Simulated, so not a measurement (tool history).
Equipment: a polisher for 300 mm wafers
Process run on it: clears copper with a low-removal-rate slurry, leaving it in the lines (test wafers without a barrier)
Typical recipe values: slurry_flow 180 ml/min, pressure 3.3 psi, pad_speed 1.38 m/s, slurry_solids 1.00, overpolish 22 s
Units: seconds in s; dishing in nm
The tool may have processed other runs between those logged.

run   hour  slurry_flow  pressure  pad_speed  slurry_solids  overpolish  incoming thickness of the incoming film, nm  seconds  dishing
  1    0.0          180       3.3       1.38           1.00          22                                        429.9    100.4     32.8
  2   24.1          180       3.3       1.38           1.00          22                                        434.6     98.1     32.3
      34.2  -- worn pad replaced by a new one
  3   56.8          180       3.3       1.38           1.20          15                                        433.5     95.4     27.8
  4   69.6          180       2.9       1.38           1.00          12                                        434.5    117.2     24.2
  5   84.4          180       3.3       1.38           1.00          22                                        433.9    102.1     32.2
  6   99.2          180       3.3       1.38           1.00          22                                        434.3    105.3     32.6
  7  115.0          180       3.3       1.38           1.00          22                                        427.1    101.7     32.4
  8  139.6          180       2.7       1.64           1.00          22                                        426.7    107.0     32.0
     151.6  -- slurry blender recalibrated
     154.3  -- worn pad replaced by a new one
  9  169.7          180       2.7       1.64           1.00          22                                        430.1     98.8     33.2
 10  185.2          180       3.3       1.38           1.15          22                                        429.6     99.4     33.0
 11  219.3          180       3.3       1.38           1.00          22                                        426.3     99.3     33.0
 12  239.8          180       3.3       1.38           1.00          22                                        425.9     98.6     31.7
     271.1  -- slurry nozzle cleaned
     272.0  -- slurry blender recalibrated
 13  272.5          130       2.9       1.38           1.00          22                                        430.5    121.2     30.3
 14  305.4          180       3.9       1.38           1.00          12                                        424.7     83.8     28.9
     315.3  -- worn pad replaced by a new one
 15  326.3          180       4.0       1.38           0.70          22                                        426.5     88.3     35.0
 16  362.0          220       3.3       1.38           1.10          22                                        430.1    100.5     33.5
 17  380.3          130       3.3       0.92           1.00          22                                        429.0    162.7     27.8
 18  402.9          180       4.4       1.38           1.25          22                                        430.6     76.1     36.0
     409.2  -- slurry blender recalibrated
 19  431.7          180       2.6       1.38           1.00          16                                        432.4    129.3     26.0
     462.1  -- head pressure recalibrated
     464.6  -- worn pad replaced by a new one
 20  465.1          120       2.2       1.24           0.80          22                                        433.1    192.4     24.8
 21  476.4          180       3.0       1.38           1.00          22                                        431.6    112.8     31.1
 22  489.1          180       3.3       1.38           1.00          22                                        433.1    105.5     32.8
 23  522.4          180       3.3       1.38           1.00          34                                        428.5    108.1     35.3
 24  549.6          180       3.3       1.84           0.70          22                                        431.5     87.2     34.3
     560.4  -- slurry blender recalibrated
 25  563.5          180       3.3       1.38           1.00          22                                        432.9    102.1     32.4
 26  595.3          180       4.3       1.38           0.80          32                                        426.2     80.2     37.1
     610.3  -- worn pad replaced by a new one
 27  627.6          180       2.3       1.50           1.00          22                                        431.4    132.9     28.3
 28  647.6          115       3.3       1.38           1.00          22                                        428.5    108.8     33.1
 29  677.2          180       3.3       1.38           1.00          22                                        422.2    101.6     31.9

Here are 3 independent what-if runs from the current tool condition. What would each one return?
  A  677.7          180       3.3       1.38           1.00          22                                        428.9        ?        ?
  B  677.7          180       2.5       1.14           0.90          22                                        428.9        ?        ?
  C  677.7          210       3.3       0.92           1.00          22                                        428.9        ?        ?

run  seconds  dishing
  A    107.2     33.1
  B    174.4     27.0
  C    157.4     28.9
Take away the tool's hidden state, keep each run's random variation, and the runs would have read:
run  seconds  dishing
  A    100.7     33.7
  B    163.9     27.8
  C    147.8     29.7
